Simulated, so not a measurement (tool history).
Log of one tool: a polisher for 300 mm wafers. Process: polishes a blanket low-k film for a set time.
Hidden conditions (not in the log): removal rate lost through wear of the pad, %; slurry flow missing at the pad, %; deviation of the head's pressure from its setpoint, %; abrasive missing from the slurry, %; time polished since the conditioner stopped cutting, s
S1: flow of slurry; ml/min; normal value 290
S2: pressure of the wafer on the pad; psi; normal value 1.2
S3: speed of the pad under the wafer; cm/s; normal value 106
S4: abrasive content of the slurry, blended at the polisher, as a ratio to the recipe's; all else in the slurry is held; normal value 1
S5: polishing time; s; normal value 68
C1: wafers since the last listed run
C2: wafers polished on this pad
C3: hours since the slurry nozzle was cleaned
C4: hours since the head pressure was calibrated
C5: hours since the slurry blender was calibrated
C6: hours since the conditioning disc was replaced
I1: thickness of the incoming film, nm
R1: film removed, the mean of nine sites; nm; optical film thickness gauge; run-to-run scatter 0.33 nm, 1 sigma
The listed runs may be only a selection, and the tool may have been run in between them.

Run 1, hour 0: usual settings; C1 0; C2 25; C3 771.4; C4 24.3; C5 77.4; C6 174.7; I1 651.9. Result: R1 21.3 nm.
Run 2, hour 20.3: usual settings; C1 152; C2 178; C3 791.7; C4 44.6; C5 97.7; C6 195; I1 647.7. Result: R1 20.6 nm.
Run 3, hour 36.3: usual settings; C1 120; C2 298; C3 807.7; C4 60.6; C5 113.7; C6 211; I1 653.1. Result: R1 20.9 nm.
At hour 62.7: slurry nozzle cleaned.
Run 4, hour 66.3: usual settings; C1 218; C2 517; C3 3.6; C4 90.6; C5 143.7; C6 241; I1 656.4. Result: R1 21 nm.
Run 5, hour 84.7: usual settings; C1 138; C2 655; C3 22; C4 109; C5 162.1; C6 259.4; I1 651.4. Result: R1 20.7 nm.
Run 6, hour 106.6: usual settings but S3 138 cm/s, S4 1.3, S5 85 s; C1 164; C2 820; C3 43.9; C4 130.9; C5 184; C6 281.3; I1 648.6. Result: R1 32.1 nm.
Run 7, hour 123.7: usual settings but S2 1 psi; C1 128; C2 949; C3 61; C4 148; C5 201.1; C6 298.4; I1 643. Result: R1 17.1 nm.
At hour 129.6: conditioning disc replaced and pad reconditioned.
Run 8, hour 151.7: usual settings but S2 1.1 psi; C1 195; C2 1145; C3 89; C4 176; C5 229.1; C6 22.1; I1 655.3. Result: R1 19.9 nm.
Run 9, hour 174.4: usual settings but S3 142 cm/s; C1 170; C2 1315; C3 111.7; C4 198.7; C5 251.8; C6 44.8; I1 647.2. Result: R1 25.7 nm.
Run 10, hour 193.8: usual settings but S3 138 cm/s, S4 0.9, S5 55 s; C1 146; C2 1461; C3 131.1; C4 218.1; C5 271.2; C6 64.2; I1 646.2. Result: R1 19 nm.
Run 11, hour 206.2: usual settings; C1 93; C2 1555; C3 143.5; C4 230.5; C5 283.6; C6 76.6; I1 639.1. Result: R1 21.5 nm.
Run 12, hour 246.3: usual settings; C1 301; C2 1857; C3 183.6; C4 270.6; C5 323.7; C6 116.7; I1 650.9. Result: R1 21.4 nm.
At hour 262.2: slurry blender recalibrated.
At hour 262.4: worn pad replaced by a new one.
Run 13, hour 276.9: usual settings; C1 213; C2 108; C3 214.2; C4 301.2; C5 14.7; C6 147.3; I1 659.9. Result: R1 21.4 nm.
Run 14, hour 299.7: usual settings but S5 48 s; C1 171; C2 280; C3 237; C4 324; C5 37.5; C6 170.1; I1 642.7. Result: R1 15 nm.
Run 15, hour 326.5: usual settings; C1 201; C2 482; C3 263.8; C4 350.8; C5 64.3; C6 196.9; I1 648.3. Result: R1 21.7 nm.
Run 16, hour 351.7: usual settings but S4 1.15; C1 189; C2 671; C3 289; C4 376; C5 89.5; C6 222.1; I1 645. Result: R1 22.6 nm.
Run 17, hour 369.6: usual settings; C1 134; C2 806; C3 306.9; C4 393.9; C5 107.4; C6 240; I1 656.7. Result: R1 20.7 nm.
Run 18, hour 401: usual settings but S3 136 cm/s, S4 0.75; C1 236; C2 1042; C3 338.3; C4 425.3; C5 138.8; C6 271.4; I1 652.9. Result: R1 20.3 nm.
At hour 416.2: head pressure recalibrated.
Run 19, hour 427.4: usual settings; C1 183; C2 1226; C3 364.7; C4 11.2; C5 165.2; C6 297.8; I1 655.7. Result: R1 20.4 nm.
Run 20, hour 457.2: usual settings but S2 1 psi, S4 1.2; C1 224; C2 1450; C3 394.5; C4 41; C5 195; C6 327.6; I1 653.6. Result: R1 18.6 nm.
Run 21, hour 479.1: usual settings but S1 260 ml/min, S3 90 cm/s, S5 46 s; C1 164; C2 1615; C3 416.4; C4 62.9; C5 216.9; C6 349.5; I1 635.3. Result: R1 12.8 nm.
At hour 491.5: conditioning disc replaced and pad reconditioned.
Run 22, hour 504: usual settings but S1 235 ml/min, S3 90 cm/s; C1 172; C2 1788; C3 441.3; C4 87.8; C5 241.8; C6 12.5; I1 646.1. Result: R1 19.8 nm.
Run 23, hour 525.7: usual settings; C1 163; C2 1951; C3 463; C4 109.5; C5 263.5; C6 34.2; I1 655.2. Result: R1 21.4 nm.
At hour 529.8: worn pad replaced by a new one.
Run 24, hour 554.5: usual settings but S1 365 ml/min, S3 94 cm/s, S5 92 s; C1 186; C2 186; C3 491.8; C4 138.3; C5 292.3; C6 63; I1 648. Result: R1 28.5 nm.
Run 25, hour 579.3: usual settings but S2 1.3 psi; C1 186; C2 372; C3 516.6; C4 163.1; C5 317.1; C6 87.8; I1 648.8. Result: R1 22.7 nm.
Run 26, hour 611.8: usual settings but S3 80 cm/s, S5 80 s; C1 244; C2 617; C3 549.1; C4 195.6; C5 349.6; C6 120.3; I1 645.3. Result: R1 22.2 nm.

Branching from run 26: 4 alternative next runs. What would each branch give?
Run A, hour 612.2: usual settings; C1 3; C2 620; C3 549.5; C4 196; C5 350; C6 120.7; I1 648.9. Result: R1 ?.
Run B, hour 612.2: usual settings but S3 92 cm/s, S5 82 s; C1 3; C2 620; C3 549.5; C4 196; C5 350; C6 120.7; I1 648.9. Result: R1 ?.
Run C, hour 612.2: usual settings but S1 225 ml/min, S2 1.6 psi, S4 0.9, S5 87 s; C1 3; C2 620; C3 549.5; C4 196; C5 350; C6 120.7; I1 648.9. Result: R1 ?.
Run D, hour 612.2: usual settings but S1 345 ml/min, S2 1.1 psi, S4 0.8, S5 60 s; C1 3; C2 620; C3 549.5; C4 196; C5 350; C6 120.7; I1 648.9. Result: R1 ?.

run    R1
  A  21.2
  B  23.9
  C  33.2
  D  15.8
Take away the tool's hidden state, keep each run's random variation, and the runs would have read:
run    R1
  A  22.1
  B  24.9
  C  35.2
  D  16.5
